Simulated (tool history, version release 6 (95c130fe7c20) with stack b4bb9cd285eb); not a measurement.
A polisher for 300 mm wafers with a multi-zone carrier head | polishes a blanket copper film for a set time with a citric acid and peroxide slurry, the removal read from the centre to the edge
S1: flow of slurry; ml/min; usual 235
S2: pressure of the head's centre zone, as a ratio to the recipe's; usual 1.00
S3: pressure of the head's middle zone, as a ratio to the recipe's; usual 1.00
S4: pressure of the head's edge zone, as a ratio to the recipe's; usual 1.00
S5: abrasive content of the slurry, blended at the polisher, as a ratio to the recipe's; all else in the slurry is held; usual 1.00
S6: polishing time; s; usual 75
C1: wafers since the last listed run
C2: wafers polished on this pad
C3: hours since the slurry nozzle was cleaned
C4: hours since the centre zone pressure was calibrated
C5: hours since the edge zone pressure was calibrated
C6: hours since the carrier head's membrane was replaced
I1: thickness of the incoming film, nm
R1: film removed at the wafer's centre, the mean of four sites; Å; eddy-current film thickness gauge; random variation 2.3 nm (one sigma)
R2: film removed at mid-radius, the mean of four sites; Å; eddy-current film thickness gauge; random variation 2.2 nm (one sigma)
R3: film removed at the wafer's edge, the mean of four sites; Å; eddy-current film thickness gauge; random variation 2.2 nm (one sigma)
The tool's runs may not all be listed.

run 1 hour=0.0 | S1=215 S2=1.00 S3=1.00 S4=1.00 S5=1.00 S6=75 | C1=0 C2=717 C3=174.5 C4=911.6 C5=119.3 C6=1400.8 | I1=1271.3 | R1=1799 R2=1656 R3=1629
run 2 hour=24.7 | S1=235 S2=1.00 S3=1.00 S4=1.00 S5=0.90 S6=75 | C1=218 C2=935 C3=199.2 C4=936.3 C5=144.0 C6=1425.5 | I1=1263.8 | R1=1727 R2=1582 R3=1593
run 3 hour=55.5 | S1=235 S2=1.00 S3=1.00 S4=1.00 S5=0.90 S6=75 | C1=271 C2=1207 C3=230.0 C4=967.1 C5=174.8 C6=1456.3 | I1=1296.9 | R1=1700 R2=1601 R3=1539
run 4 hour=68.6 | S1=235 S2=1.00 S3=1.00 S4=1.00 S5=0.90 S6=75 | C1=115 C2=1322 C3=243.1 C4=980.2 C5=187.9 C6=1469.4 | I1=1280.9 | R1=1661 R2=1576 R3=1503
-- hour=76.2 slurry nozzle cleaned
run 5 hour=97.5 | S1=310 S2=1.00 S3=1.00 S4=0.94 S5=1.00 S6=62 | C1=246 C2=1569 C3=21.3 C4=1009.1 C5=216.8 C6=1498.3 | I1=1293.7 | R1=1497 R2=1354 R3=1313
-- hour=106.4 worn pad replaced by a new one
run 6 hour=117.1 | S1=235 S2=1.00 S3=1.00 S4=1.00 S5=1.00 S6=75 | C1=137 C2=94 C3=40.9 C4=1028.7 C5=236.4 C6=1517.9 | I1=1254.6 | R1=1834 R2=1696 R3=1644
-- hour=124.6 carrier head's membrane replaced by a new one
run 7 hour=143.4 | S1=265 S2=1.00 S3=1.00 S4=1.00 S5=1.00 S6=62 | C1=188 C2=282 C3=67.2 C4=1055.0 C5=262.7 C6=18.8 | I1=1297.6 | R1=1550 R2=1418 R3=1366
run 8 hour=161.8 | S1=305 S2=1.00 S3=1.00 S4=1.00 S5=1.00 S6=75 | C1=162 C2=444 C3=85.6 C4=1073.4 C5=281.1 C6=37.2 | I1=1265.0 | R1=1929 R2=1728 R3=1665
run 9 hour=191.9 | S1=265 S2=1.00 S3=1.00 S4=1.09 S5=0.75 S6=54 | C1=265 C2=710 C3=115.7 C4=1103.5 C5=311.2 C6=67.3 | I1=1275.9 | R1=1212 R2=1112 R3=1082
run 10 hour=216.7 | S1=235 S2=1.00 S3=1.00 S4=0.89 S5=1.15 S6=83 | C1=218 C2=929 C3=140.5 C4=1128.3 C5=336.0 C6=92.1 | I1=1281.9 | R1=2078 R2=1928 R3=1890
run 11 hour=240.2 | S1=235 S2=1.00 S3=1.00 S4=0.95 S5=0.80 S6=75 | C1=207 C2=1136 C3=164.0 C4=1151.8 C5=359.5 C6=115.6 | I1=1297.2 | R1=1586 R2=1546 R3=1490
run 12 hour=271.3 | S1=300 S2=0.95 S3=1.00 S4=0.90 S5=1.00 S6=61 | C1=274 C2=1411 C3=195.1 C4=1182.9 C5=390.6 C6=146.7 | I1=1289.3 | R1=1440 R2=1347 R3=1256
-- hour=287.2 edge zone pressure recalibrated
-- hour=296.2 slurry nozzle cleaned
-- hour=303.6 worn pad replaced by a new one
run 13 hour=304.2 | S1=235 S2=1.00 S3=1.00 S4=1.00 S5=1.00 S6=75 | C1=228 C2=5 C3=8.0 C4=1215.8 C5=17.0 C6=179.6 | I1=1295.3 | R1=1831 R2=1666 R3=1648
run 14 hour=337.1 | S1=155 S2=1.00 S3=1.00 S4=1.00 S5=1.25 S6=92 | C1=290 C2=296 C3=40.9 C4=1248.7 C5=49.9 C6=212.5 | I1=1300.6 | R1=2234 R2=2042 R3=2028
-- hour=394.3 centre zone pressure recalibrated
run 15 hour=407.3 | S1=235 S2=1.00 S3=1.04 S4=0.90 S5=0.75 S6=75 | C1=602 C2=898 C3=111.1 C4=13.0 C5=120.1 C6=282.7 | I1=1300.3 | R1=1495 R2=1539 R3=1407
run 16 hour=435.2 | S1=235 S2=1.00 S3=1.00 S4=1.00 S5=1.00 S6=75 | C1=246 C2=1144 C3=139.0 C4=40.9 C5=148.0 C6=310.6 | I1=1289.1 | R1=1604 R2=1613 R3=1654
run 17 hour=451.7 | S1=235 S2=1.00 S3=1.00 S4=0.93 S5=1.10 S6=75 | C1=145 C2=1290 C3=155.5 C4=57.4 C5=164.5 C6=327.1 | I1=1282.2 | R1=1667 R2=1665 R3=1594
-- hour=471.1 worn pad replaced by a new one
-- hour=526.6 slurry nozzle cleaned
run 18 hour=555.5 | S1=235 S2=1.00 S3=0.95 S4=1.00 S5=1.00 S6=75 | C1=872 C2=736 C3=28.9 C4=161.2 C5=268.3 C6=430.9 | I1=1267.9 | R1=1735 R2=1575 R3=1604
run 19 hour=568.5 | S1=235 S2=1.07 S3=1.09 S4=1.00 S5=0.85 S6=75 | C1=114 C2=850 C3=41.9 C4=174.2 C5=281.3 C6=443.9 | I1=1282.5 | R1=1704 R2=1652 R3=1512
run 20 hour=587.9 | S1=235 S2=1.00 S3=1.00 S4=1.00 S5=1.00 S6=75 | C1=171 C2=1022 C3=61.3 C4=193.6 C5=300.7 C6=463.3 | I1=1281.4 | R1=1670 R2=1638 R3=1595
run 21 hour=602.1 | S1=235 S2=1.00 S3=1.00 S4=1.00 S5=1.00 S6=75 | C1=125 C2=1147 C3=75.5 C4=207.8 C5=314.9 C6=477.5 | I1=1272.9 | R1=1695 R2=1593 R3=1585
-- hour=617.0 edge zone pressure recalibrated
run 22 hour=625.0 | S1=235 S2=1.00 S3=1.00 S4=1.00 S5=1.00 S6=75 | C1=184 C2=1332 C3=98.4 C4=230.7 C5=8.0 C6=500.4 | I1=1289.4 | R1=1669 R2=1615 R3=1599

3 ways to go on from here, each from the tool as it stands after run 22. What would each give?
run A hour=625.4 | S1=235 S2=1.00 S3=1.00 S4=1.00 S5=1.00 S6=75 | C1=3 C2=1335 C3=98.8 C4=231.1 C5=8.4 C6=500.8 | I1=1280.4 | R1=? R2=? R3=?
run B hour=625.4 | S1=235 S2=1.00 S3=1.07 S4=1.00 S5=1.00 S6=75 | C1=3 C2=1335 C3=98.8 C4=231.1 C5=8.4 C6=500.8 | I1=1280.4 | R1=? R2=? R3=?
run C hour=625.4 | S1=305 S2=1.00 S3=1.00 S4=1.00 S5=1.30 S6=75 | C1=3 C2=1335 C3=98.8 C4=231.1 C5=8.4 C6=500.8 | I1=1280.4 | R1=? R2=? R3=?

run=A R1=1687 R2=1640 R3=1560
run=B R1=1688 R2=1737 R3=1558
run=C R1=1902 R2=1842 R3=1739
Without the tool's hidden state the same runs would have given:
run=A R1=1667 R2=1734 R3=1648
run=B R1=1668 R2=1836 R3=1647
run=C R1=1879 R2=1947 R3=1838
